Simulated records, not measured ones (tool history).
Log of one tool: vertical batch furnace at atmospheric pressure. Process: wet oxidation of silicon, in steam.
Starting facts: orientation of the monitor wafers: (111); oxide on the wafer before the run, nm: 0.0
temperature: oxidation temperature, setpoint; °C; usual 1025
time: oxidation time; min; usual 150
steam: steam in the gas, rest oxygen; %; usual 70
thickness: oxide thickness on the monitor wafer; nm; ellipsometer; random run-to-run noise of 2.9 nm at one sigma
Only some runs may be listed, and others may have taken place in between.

run	hour	temperature	time	steam	read-back reference wafer on the same gauge, thickness	thickness
1	0	1025	150	70	794.05	808.06
2	105.1	1025	150	70	793.86	803.52
3	174.9	1025	150	70	793.81	807.12
4	274.1	1025	150	70	793.56	806.6
5	372	1025	150	70	794.35	812.4
6	432.7	1025	150	70	793.67	810.35
7	486.8	1025	125.5	70	794.39	729.8
# hour 507.3: gauge calibrated
8	582.4	1025	125.5	70	793.56	728.25
# hour 640: thermocouples replaced and temperature profile calibrated
9	640.5	1035	150	70	793.58	827.66
10	693.5	1016	150	70	793.84	765.51
# hour 723.2: steam generator serviced
11	766.5	1025	150	70	794.31	789.55
12	852.3	1025	150	70	794.29	801.42
13	894.7	1046	213	60	794.14	956.87
14	1143.1	1038	218	59	794.33	933.73
15	1215.8	1025	224.5	81	794.55	1072.7
16	1293.2	1025	150	70	794.08	799.73
17	1369.7	1033	114	78	794.25	749.58
18	1412.8	1003	150	62	793.16	675.67
19	1449.7	1049	215	80	794.47	1140.73

Consider 5 possible next runs. They are alternatives, not a sequence: every one starts from the tool as it was left by run 19. What does each give?
A	1456.9	1025	150	70	?	?
B	1456.9	1048	110.5	73	?	?
C	1456.9	1025	217.5	78	?	?
D	1456.9	1025	179	70	?	?
E	1456.9	1005	150	76	?	?

run	read-back reference wafer on the same gauge, thickness	thickness
A	793.89	793.94
B	793.89	751.99
C	793.89	1036.33
D	793.89	876.47
E	793.89	762.16
The same runs, with their run-to-run variation unchanged, on a tool lacking any hidden condition would have given:
run	thickness
A	786.39
B	745.34
C	1027.23
D	868.39
E	754.21
